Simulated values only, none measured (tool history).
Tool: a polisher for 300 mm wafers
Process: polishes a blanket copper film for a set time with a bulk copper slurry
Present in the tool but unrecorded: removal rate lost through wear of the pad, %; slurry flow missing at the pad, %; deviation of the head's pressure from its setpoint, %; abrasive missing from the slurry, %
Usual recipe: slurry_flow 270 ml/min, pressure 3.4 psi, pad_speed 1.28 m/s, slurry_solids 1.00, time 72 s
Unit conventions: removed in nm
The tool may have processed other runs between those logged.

run	hour	slurry_flow	pressure	pad_speed	slurry_solids	time	wafers since the last listed run	wafers polished on this pad	hours since the slurry nozzle was cleaned	hours since the head pressure was calibrated	hours since the slurry blender was calibrated	incoming thickness of the incoming film, nm	removed
1	0.0	270	3.4	1.28	1.00	72	0	86	408.9	1019.1	158.9	3398.1	1114.1
2	15.5	270	3.4	1.28	1.00	72	126	212	424.4	1034.6	174.4	3468.0	1116.3
3	25.8	270	2.9	1.28	0.75	72	83	296	434.7	1044.9	184.7	3407.5	954.7
4	39.5	270	2.9	1.28	0.75	72	111	408	448.4	1058.6	198.4	3376.0	955.1
5	57.2	235	3.4	1.28	1.00	77	144	552	466.1	1076.3	216.1	3422.0	1164.4
# hour 78.4: worn pad replaced by a new one
6	78.9	235	3.4	1.28	1.00	77	144	4	487.8	1098.0	237.8	3372.7	1175.4
7	88.6	235	3.4	1.28	1.00	77	78	82	497.5	1107.7	247.5	3335.5	1175.7
8	99.0	270	3.4	0.96	1.00	72	84	167	507.9	1118.1	257.9	3380.2	929.0
9	112.8	270	3.4	0.96	1.00	72	112	280	521.7	1131.9	271.7	3386.4	929.4
10	121.9	270	3.4	1.28	1.00	72	74	354	530.8	1141.0	280.8	3354.8	1117.0
11	132.6	270	3.4	1.28	1.00	63	87	441	541.5	1151.7	291.5	3414.5	976.0
# hour 151.9: head pressure recalibrated
12	159.8	270	3.4	1.28	1.00	63	205	646	568.7	7.9	318.7	3369.9	960.8
# hour 165.9: worn pad replaced by a new one
13	171.6	270	3.4	1.28	1.25	55	63	46	580.5	19.7	330.5	3389.9	882.1
# hour 184.7: slurry blender recalibrated
14	185.8	335	3.4	1.28	1.00	56	99	146	594.7	33.9	1.1	3415.9	944.0
15	200.4	270	3.4	1.28	1.00	96	118	264	609.3	48.5	15.7	3398.4	1543.3
16	217.6	270	2.7	1.28	0.80	94	140	404	626.5	65.7	32.9	3368.4	1237.7
# hour 224.8: slurry nozzle cleaned
17	225.3	270	3.4	1.28	1.00	72	54	459	0.5	73.4	40.6	3403.9	1148.4
18	238.2	325	3.4	1.28	1.00	62	105	564	13.4	86.3	53.5	3448.2	1010.5
# hour 242.3: worn pad replaced by a new one
19	249.3	295	3.4	1.28	1.00	72	57	57	24.5	97.4	64.6	3391.3	1167.8
20	259.0	365	3.4	1.28	0.85	60	78	136	34.2	107.1	74.3	3368.9	963.6
21	271.6	270	3.4	1.28	1.00	72	102	238	46.8	119.7	86.9	3432.2	1141.8
22	278.5	305	3.4	1.28	1.00	72	56	294	53.7	126.6	93.8	3403.1	1136.3
23	289.4	325	3.4	1.28	1.00	62	88	383	64.6	137.5	104.7	3408.9	991.0
24	305.5	270	3.4	1.28	1.00	94	131	514	80.7	153.6	120.8	3424.4	1455.9
# hour 316.6: worn pad replaced by a new one
25	322.2	270	3.8	1.28	1.00	72	103	45	97.4	170.3	137.5	3351.1	1219.5
26	336.4	230	3.4	1.44	0.80	72	115	160	111.6	184.5	151.7	3390.2	1151.6
27	345.0	340	4.4	1.02	0.80	72	70	230	120.2	193.1	160.3	3421.1	1154.7
28	356.4	270	3.4	1.28	1.00	72	92	323	131.6	204.5	171.7	3392.8	1106.7
29	364.5	270	3.4	1.28	1.00	72	65	389	139.7	212.6	179.8	3371.5	1119.9

Estimate the outcome of run 30 from the log above:
30	381.1	210	4.4	0.96	1.00	72	135	524	156.3	229.2	196.4	3398.0	?

{"run 30": {"removed": 1087.1}}
The same run, on a tool lacking any hidden state, would have yielded removed 1159.6 nm.

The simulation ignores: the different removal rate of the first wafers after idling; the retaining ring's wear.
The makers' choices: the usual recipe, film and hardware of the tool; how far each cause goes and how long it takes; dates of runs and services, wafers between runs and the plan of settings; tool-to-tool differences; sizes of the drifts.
